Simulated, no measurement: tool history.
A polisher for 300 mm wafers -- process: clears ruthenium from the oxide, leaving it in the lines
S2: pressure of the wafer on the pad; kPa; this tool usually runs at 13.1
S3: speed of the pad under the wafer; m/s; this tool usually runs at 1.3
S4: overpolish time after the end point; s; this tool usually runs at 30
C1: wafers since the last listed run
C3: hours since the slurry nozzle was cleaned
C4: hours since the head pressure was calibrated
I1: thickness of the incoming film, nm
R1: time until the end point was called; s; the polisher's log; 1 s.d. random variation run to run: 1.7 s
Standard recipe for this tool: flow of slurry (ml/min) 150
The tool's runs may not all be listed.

{"run": 1, "hour": 0.0, "flow of slurry (ml/min)": 150, "S2": 13.1, "S3": 1.3, "S4": 30, "C1": 0, "wafers polished on this pad": 88, "C3": 174.9, "C4": 92.8, "I1": 140.5, "R1": 93.9}
{"run": 2, "hour": 46.2, "flow of slurry (ml/min)": 150, "S2": 13.1, "S3": 1.3, "S4": 30, "C1": 208, "wafers polished on this pad": 296, "C3": 221.1, "C4": 139, "I1": 139.3, "R1": 92.4}
{"run": 3, "hour": 77.6, "flow of slurry (ml/min)": 150, "S2": 13.1, "S3": 1.3, "S4": 30, "C1": 141, "wafers polished on this pad": 437, "C3": 252.5, "C4": 170.4, "I1": 139.9, "R1": 95.4}
{"run": 4, "hour": 121.0, "flow of slurry (ml/min)": 150, "S2": 13.1, "S3": 1.3, "S4": 30, "C1": 195, "wafers polished on this pad": 633, "C3": 295.9, "C4": 213.8, "I1": 141.7, "R1": 94.6}
{"run": 5, "hour": 159.6, "flow of slurry (ml/min)": 150, "S2": 13.1, "S3": 1.3, "S4": 30, "C1": 173, "wafers polished on this pad": 806, "C3": 334.5, "C4": 252.4, "I1": 137.3, "R1": 94.3}
{"hour": 204.7, "done": "slurry nozzle cleaned"}
{"run": 6, "hour": 229.3, "flow of slurry (ml/min)": 150, "S2": 14.5, "S3": 1.3, "S4": 30, "C1": 309, "wafers polished on this pad": 1116, "C3": 24.6, "C4": 322.1, "I1": 140.4, "R1": 83.8}
{"run": 7, "hour": 258.0, "flow of slurry (ml/min)": 150, "S2": 14.5, "S3": 1.3, "S4": 30, "C1": 129, "wafers polished on this pad": 1245, "C3": 53.3, "C4": 350.8, "I1": 138.6, "R1": 85.5}
{"run": 8, "hour": 304.7, "flow of slurry (ml/min)": 150, "S2": 13.1, "S3": 1.3, "S4": 44, "C1": 210, "wafers polished on this pad": 1455, "C3": 100, "C4": 397.5, "I1": 141.2, "R1": 95.7}
{"hour": 313.9, "done": "worn pad replaced by a new one"}
{"run": 9, "hour": 364.7, "flow of slurry (ml/min)": 150, "S2": 13.1, "S3": 1.3, "S4": 44, "C1": 252, "wafers polished on this pad": 228, "C3": 160, "C4": 457.5, "I1": 139.6, "R1": 101.5}
{"run": 10, "hour": 408.5, "flow of slurry (ml/min)": 150, "S2": 15.2, "S3": 1.3, "S4": 30, "C1": 197, "wafers polished on this pad": 425, "C3": 203.8, "C4": 501.3, "I1": 140.7, "R1": 92.2}
{"run": 11, "hour": 465.4, "flow of slurry (ml/min)": 165, "S2": 13.1, "S3": 1.62, "S4": 30, "C1": 256, "wafers polished on this pad": 682, "C3": 260.7, "C4": 558.2, "I1": 139.9, "R1": 82}
{"run": 12, "hour": 502.9, "flow of slurry (ml/min)": 125, "S2": 13.1, "S3": 1.3, "S4": 30, "C1": 168, "wafers polished on this pad": 851, "C3": 298.2, "C4": 595.7, "I1": 139.9, "R1": 109.9}
{"hour": 523.9, "done": "head pressure recalibrated"}
{"hour": 542.8, "done": "worn pad replaced by a new one, repeated, since the last time left the tool worse"}
{"run": 13, "hour": 546.8, "flow of slurry (ml/min)": 125, "S2": 13.1, "S3": 1.3, "S4": 30, "C1": 170, "wafers polished on this pad": 18, "C3": 342.1, "C4": 22.9, "I1": 140.2, "R1": 96.6}
{"hour": 552.0, "done": "slurry nozzle cleaned"}
{"run": 14, "hour": 607.0, "flow of slurry (ml/min)": 125, "S2": 13.1, "S3": 1.3, "S4": 30, "C1": 266, "wafers polished on this pad": 284, "C3": 55, "C4": 83.1, "I1": 141, "R1": 94.9}
{"run": 15, "hour": 672.5, "flow of slurry (ml/min)": 150, "S2": 13.1, "S3": 1.3, "S4": 30, "C1": 294, "wafers polished on this pad": 579, "C3": 120.5, "C4": 148.6, "I1": 142.4, "R1": 95.7}
{"run": 16, "hour": 739.1, "flow of slurry (ml/min)": 150, "S2": 13.1, "S3": 1.3, "S4": 30, "C1": 299, "wafers polished on this pad": 879, "C3": 187.1, "C4": 215.2, "I1": 140.7, "R1": 93.4}
{"run": 17, "hour": 770.9, "flow of slurry (ml/min)": 150, "S2": 13.1, "S3": 1.3, "S4": 30, "C1": 143, "wafers polished on this pad": 1022, "C3": 218.9, "C4": 247, "I1": 141.6, "R1": 95.3}
{"run": 18, "hour": 823.6, "flow of slurry (ml/min)": 150, "S2": 13.1, "S3": 1.3, "S4": 41, "C1": 237, "wafers polished on this pad": 1259, "C3": 271.6, "C4": 299.7, "I1": 141.2, "R1": 98.6}
{"hour": 887.8, "done": "slurry nozzle cleaned"}
{"run": 19, "hour": 891.9, "flow of slurry (ml/min)": 190, "S2": 10.3, "S3": 1.7, "S4": 18, "C1": 303, "wafers polished on this pad": 1562, "C3": 4.1, "C4": 368, "I1": 142.2, "R1": 93.1}
{"hour": 931.0, "done": "worn pad replaced by a new one"}
{"run": 20, "hour": 976.7, "flow of slurry (ml/min)": 195, "S2": 11, "S3": 1.58, "S4": 36, "C1": 363, "wafers polished on this pad": 205, "C3": 88.9, "C4": 452.8, "I1": 140.9, "R1": 91.5}
{"run": 21, "hour": 1012.9, "flow of slurry (ml/min)": 150, "S2": 13.1, "S3": 1.76, "S4": 30, "C1": 163, "wafers polished on this pad": 368, "C3": 125.1, "C4": 489, "I1": 140, "R1": 67.3}
{"run": 22, "hour": 1082.0, "flow of slurry (ml/min)": 150, "S2": 13.1, "S3": 0.98, "S4": 30, "C1": 311, "wafers polished on this pad": 679, "C3": 194.2, "C4": 558.1, "I1": 139.2, "R1": 125.9}
{"hour": 1117.2, "done": "head pressure recalibrated"}
{"run": 23, "hour": 1124.4, "flow of slurry (ml/min)": 150, "S2": 15.9, "S3": 1.3, "S4": 23, "C1": 181, "wafers polished on this pad": 861, "C3": 236.6, "C4": 7.2, "I1": 140, "R1": 80.3}
{"run": 24, "hour": 1181.9, "flow of slurry (ml/min)": 150, "S2": 13.1, "S3": 1.3, "S4": 44, "C1": 258, "wafers polished on this pad": 1120, "C3": 294.1, "C4": 64.7, "I1": 142.3, "R1": 100.4}
{"run": 25, "hour": 1237.1, "flow of slurry (ml/min)": 150, "S2": 10.3, "S3": 1.3, "S4": 22, "C1": 248, "wafers polished on this pad": 1369, "C3": 349.3, "C4": 119.9, "I1": 141, "R1": 121.8}
{"hour": 1274.7, "done": "worn pad replaced by a new one"}
{"hour": 1275.5, "done": "slurry nozzle cleaned"}
{"run": 26, "hour": 1278.4, "flow of slurry (ml/min)": 150, "S2": 13.1, "S3": 1.3, "S4": 21, "C1": 164, "wafers polished on this pad": 12, "C3": 2.9, "C4": 161.2, "I1": 142.2, "R1": 87.9}

Expected results for the next run?
{"run": 27, "hour": 1348.8, "flow of slurry (ml/min)": 200, "S2": 8.3, "S3": 1.3, "S4": 30, "C1": 316, "wafers polished on this pad": 329, "C3": 73.3, "C4": 231.6, "I1": 141.1, "R1": "?"}

{"run 27": {"R1": 146.5}}
Without the tool's hidden state the same run would have given R1 142 s.

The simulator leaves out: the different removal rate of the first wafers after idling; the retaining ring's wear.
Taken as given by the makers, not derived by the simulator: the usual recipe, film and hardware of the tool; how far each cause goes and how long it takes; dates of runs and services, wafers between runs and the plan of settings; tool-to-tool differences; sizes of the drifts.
